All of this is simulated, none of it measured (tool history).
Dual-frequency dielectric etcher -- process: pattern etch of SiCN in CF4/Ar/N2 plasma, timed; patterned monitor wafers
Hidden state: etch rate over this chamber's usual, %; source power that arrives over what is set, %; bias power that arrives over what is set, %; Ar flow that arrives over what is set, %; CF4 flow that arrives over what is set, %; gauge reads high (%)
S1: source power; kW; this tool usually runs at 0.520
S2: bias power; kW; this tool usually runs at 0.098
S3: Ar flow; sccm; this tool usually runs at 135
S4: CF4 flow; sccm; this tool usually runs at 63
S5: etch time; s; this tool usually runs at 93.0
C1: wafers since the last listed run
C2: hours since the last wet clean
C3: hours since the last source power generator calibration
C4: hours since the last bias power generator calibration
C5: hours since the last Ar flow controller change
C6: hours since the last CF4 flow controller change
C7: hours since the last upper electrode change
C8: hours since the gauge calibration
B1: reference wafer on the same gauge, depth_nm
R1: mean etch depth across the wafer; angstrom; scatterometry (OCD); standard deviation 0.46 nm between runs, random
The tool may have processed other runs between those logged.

run	hour	S1	S2	S3	S4	S5	C1	C2	C3	C4	C5	C6	C7	C8	B1	R1
1	0.0	0.520	0.098	135	63	93.0	0	397.1	2022.0	2154.9	3882.2	3569.4	920.8	1040.8	76.0	904
2	49.4	0.600	0.098	135	63	100.5	623	446.5	2071.4	2204.3	3931.6	3618.8	970.2	1090.2	76.1	1130
# hour 103.3: wet clean of the chamber
3	120.9	0.600	0.098	135	63	100.5	599	17.6	2142.9	2275.8	4003.1	3690.3	1041.7	1161.7	76.0	1064
4	217.7	0.600	0.098	135	63	100.5	1221	114.4	2239.7	2372.6	4099.9	3787.1	1138.5	1258.5	76.1	1082
5	283.9	0.520	0.098	135	63	93.0	835	180.6	2305.9	2438.8	4166.1	3853.3	1204.7	1324.7	76.1	875
6	349.1	0.520	0.098	135	63	93.0	822	245.8	2371.1	2504.0	4231.3	3918.5	1269.9	1389.9	76.0	875
7	410.6	0.520	0.103	135	63	93.0	775	307.3	2432.6	2565.5	4292.8	3980.0	1331.4	1451.4	75.9	914
# hour 477.6: gauge calibrated
# hour 516.7: wet clean of the chamber
8	517.2	0.520	0.098	123	63	93.0	1042	0.5	2539.2	2672.1	4399.4	4086.6	1438.0	39.6	76.1	890
9	590.0	0.450	0.098	135	63	93.0	918	73.3	2612.0	2744.9	4472.2	4159.4	1510.8	112.4	76.0	756
10	630.9	0.590	0.098	115	63	70.0	516	114.2	2652.9	2785.8	4513.1	4200.3	1551.7	153.3	75.9	765

Predict the results of run 11:
11	680.1	0.640	0.098	135	63	93.0	620	163.4	2702.1	2835.0	4562.3	4249.5	1600.9	202.5	?	?

{"run 11": {"B1": 76.0, "R1": 1080}}
The same run, on a tool lacking any hidden state, would have yielded R1 1058 angstrom.
